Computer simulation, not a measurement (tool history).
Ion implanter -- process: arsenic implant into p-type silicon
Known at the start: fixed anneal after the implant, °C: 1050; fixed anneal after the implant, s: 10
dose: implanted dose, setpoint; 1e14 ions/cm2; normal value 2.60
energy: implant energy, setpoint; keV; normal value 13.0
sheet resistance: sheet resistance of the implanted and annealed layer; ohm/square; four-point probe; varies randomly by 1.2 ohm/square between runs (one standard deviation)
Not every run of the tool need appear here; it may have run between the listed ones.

run,hour,dose,energy,"read-back reference wafer on the same gauge, sheet resistance",sheet resistance
1,0.0,2.60,13.0,371.69,354.32
2,12.7,2.60,13.0,372.01,353.06
3,30.5,2.60,13.0,372.81,352.54
4,42.8,2.84,13.0,372.08,330.50
5,53.4,2.60,9.5,372.20,362.24
# hour 58.4: gauge calibrated
6,62.6,2.60,9.5,372.27,364.01
7,76.5,2.60,9.5,372.67,360.86
8,86.1,2.60,13.0,372.44,355.11
9,103.5,2.60,13.0,371.79,352.66
10,115.5,2.60,13.0,371.94,351.71
11,122.2,2.60,15.5,371.75,346.17
# hour 132.1: extraction supply calibrated
12,132.6,2.60,13.0,372.03,354.61
# hour 141.0: Faraday cup replaced and dose calibrated
13,141.5,3.09,8.5,371.67,322.69
14,146.6,2.60,13.0,372.28,353.41
15,157.7,3.14,10.0,372.24,314.70
16,173.2,2.23,16.5,372.28,387.64
17,188.2,2.60,10.5,371.85,359.17
18,202.4,3.20,16.0,371.69,293.95
# hour 208.3: gauge calibrated
19,216.6,2.60,13.0,371.70,353.00
20,233.1,2.60,13.0,372.33,352.91
21,239.6,1.96,14.5,372.19,431.91
22,249.0,3.09,8.5,371.28,321.44
23,255.9,2.21,13.0,372.84,400.23
24,268.2,2.60,15.0,371.69,346.74

3 options for the next run, each taken on its own from the tool as it stands now. Forecast them:
A,268.6,2.60,16.0,?,?
B,268.6,1.93,9.0,?,?
C,268.6,2.82,16.0,?,?

run,"read-back reference wafer on the same gauge, sheet resistance",sheet resistance
A,371.76,345.01
B,371.76,460.55
C,371.76,324.33
Without the tool's unlogged condition, the same runs would have read:
run,sheet resistance
A,345.01
B,460.55
C,324.33

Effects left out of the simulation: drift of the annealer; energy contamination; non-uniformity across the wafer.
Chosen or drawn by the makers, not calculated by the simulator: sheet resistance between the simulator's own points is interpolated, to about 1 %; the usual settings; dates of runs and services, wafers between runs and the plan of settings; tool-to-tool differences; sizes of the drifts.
